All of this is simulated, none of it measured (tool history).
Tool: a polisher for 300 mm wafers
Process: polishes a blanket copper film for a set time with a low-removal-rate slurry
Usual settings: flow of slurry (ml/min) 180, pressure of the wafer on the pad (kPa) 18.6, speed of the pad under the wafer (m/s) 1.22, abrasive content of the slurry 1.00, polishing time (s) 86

| run | hour | flow of slurry (ml/min) | pressure of the wafer on the pad (kPa) | speed of the pad under the wafer (m/s) | abrasive content of the slurry | polishing time (s) | incoming thickness of the incoming film, nm | film removed (nm) |
|---|---|---|---|---|---|---|---|---|
| 1 | 0.0 | 180 | 18.6 | 1.22 | 1.00 | 86 | 997.8 | 273.0 |
| 2 | 17.2 | 180 | 18.6 | 1.22 | 1.00 | 86 | 979.4 | 279.5 |
| 3 | 26.5 | 180 | 13.8 | 1.22 | 1.00 | 86 | 971.4 | 223.4 |
| 4 | 35.9 | 180 | 13.8 | 1.22 | 1.00 | 86 | 969.0 | 216.2 |
| 5 | 47.3 | 180 | 18.6 | 1.22 | 1.00 | 86 | 981.3 | 267.2 |
| 6 | 57.8 | 180 | 18.6 | 1.22 | 1.00 | 86 | 1002.1 | 267.5 |
| 7 | 71.0 | 180 | 18.6 | 1.22 | 1.00 | 86 | 970.3 | 257.2 |
| 8 | 83.0 | 180 | 18.6 | 1.22 | 1.00 | 86 | 975.1 | 263.8 |
|  | 98.5 | worn pad replaced by a new one |
| 9 | 99.0 | 180 | 18.6 | 1.22 | 1.00 | 86 | 1001.6 | 277.1 |
| 10 | 107.7 | 180 | 22.8 | 1.22 | 1.00 | 86 | 963.1 | 321.1 |
|  | 121.1 | slurry blender recalibrated |
| 11 | 121.6 | 180 | 22.8 | 1.22 | 1.00 | 86 | 978.9 | 337.7 |
| 12 | 129.6 | 180 | 13.8 | 1.22 | 1.00 | 86 | 997.7 | 234.7 |
| 13 | 138.0 | 180 | 20.7 | 1.22 | 1.00 | 86 | 994.3 | 313.0 |
| 14 | 150.4 | 180 | 18.6 | 1.48 | 1.00 | 86 | 987.0 | 348.8 |
| 15 | 158.5 | 180 | 18.6 | 1.22 | 1.00 | 86 | 962.7 | 286.2 |
|  | 161.1 | head pressure recalibrated |
|  | 169.4 | slurry nozzle cleaned |
| 16 | 170.9 | 135 | 22.8 | 1.22 | 0.80 | 86 | 979.0 | 301.0 |
| 17 | 200.4 | 115 | 18.6 | 1.22 | 1.00 | 86 | 975.8 | 260.8 |
| 18 | 211.9 | 180 | 18.6 | 1.22 | 1.00 | 86 | 995.7 | 278.1 |
| 19 | 219.1 | 180 | 13.8 | 0.88 | 1.10 | 86 | 975.0 | 161.4 |
|  | 224.4 | worn pad replaced by a new one |
| 20 | 228.0 | 180 | 18.6 | 1.22 | 1.00 | 86 | 986.4 | 289.5 |
| 21 | 244.4 | 180 | 18.6 | 1.22 | 1.10 | 108 | 985.3 | 365.4 |
| 22 | 252.5 | 200 | 23.4 | 1.22 | 0.75 | 86 | 993.6 | 321.6 |
| 23 | 259.5 | 180 | 18.6 | 1.22 | 1.00 | 86 | 976.4 | 284.2 |
| 24 | 275.4 | 160 | 14.5 | 0.82 | 1.00 | 65 | 980.9 | 118.0 |
| 25 | 292.2 | 180 | 18.6 | 0.84 | 1.10 | 106 | 977.1 | 242.8 |
| 26 | 309.3 | 180 | 18.6 | 1.22 | 0.80 | 86 | 962.9 | 267.9 |
| 27 | 318.0 | 180 | 18.6 | 1.56 | 1.00 | 86 | 974.1 | 352.7 |
| 28 | 335.4 | 135 | 23.4 | 1.22 | 1.00 | 86 | 958.8 | 312.4 |
| 29 | 343.3 | 130 | 18.6 | 0.88 | 1.00 | 86 | 992.4 | 188.1 |
| 30 | 354.5 | 180 | 18.6 | 1.22 | 1.00 | 86 | 992.1 | 264.9 |

Forecast each of these 5 alternatives for the next run:
| A | 354.9 | 120 | 18.6 | 1.22 | 1.00 | 86 | 986.2 | ? |
| B | 354.9 | 200 | 22.8 | 1.22 | 1.25 | 115 | 986.2 | ? |
| C | 354.9 | 210 | 18.6 | 1.22 | 0.75 | 86 | 986.2 | ? |
| D | 354.9 | 235 | 18.6 | 1.34 | 1.30 | 61 | 986.2 | ? |
| E | 354.9 | 180 | 18.6 | 1.22 | 1.00 | 99 | 986.2 | ? |

| run | film removed (nm) |
|---|---|
| A | 253.9 |
| B | 448.7 |
| C | 256.7 |
| D | 231.5 |
| E | 310.9 |
Without the tool's hidden state the same runs would have given:
| run | film removed (nm) |
|---|---|
| A | 276.0 |
| B | 488.3 |
| C | 278.7 |
| D | 252.0 |
| E | 338.0 |

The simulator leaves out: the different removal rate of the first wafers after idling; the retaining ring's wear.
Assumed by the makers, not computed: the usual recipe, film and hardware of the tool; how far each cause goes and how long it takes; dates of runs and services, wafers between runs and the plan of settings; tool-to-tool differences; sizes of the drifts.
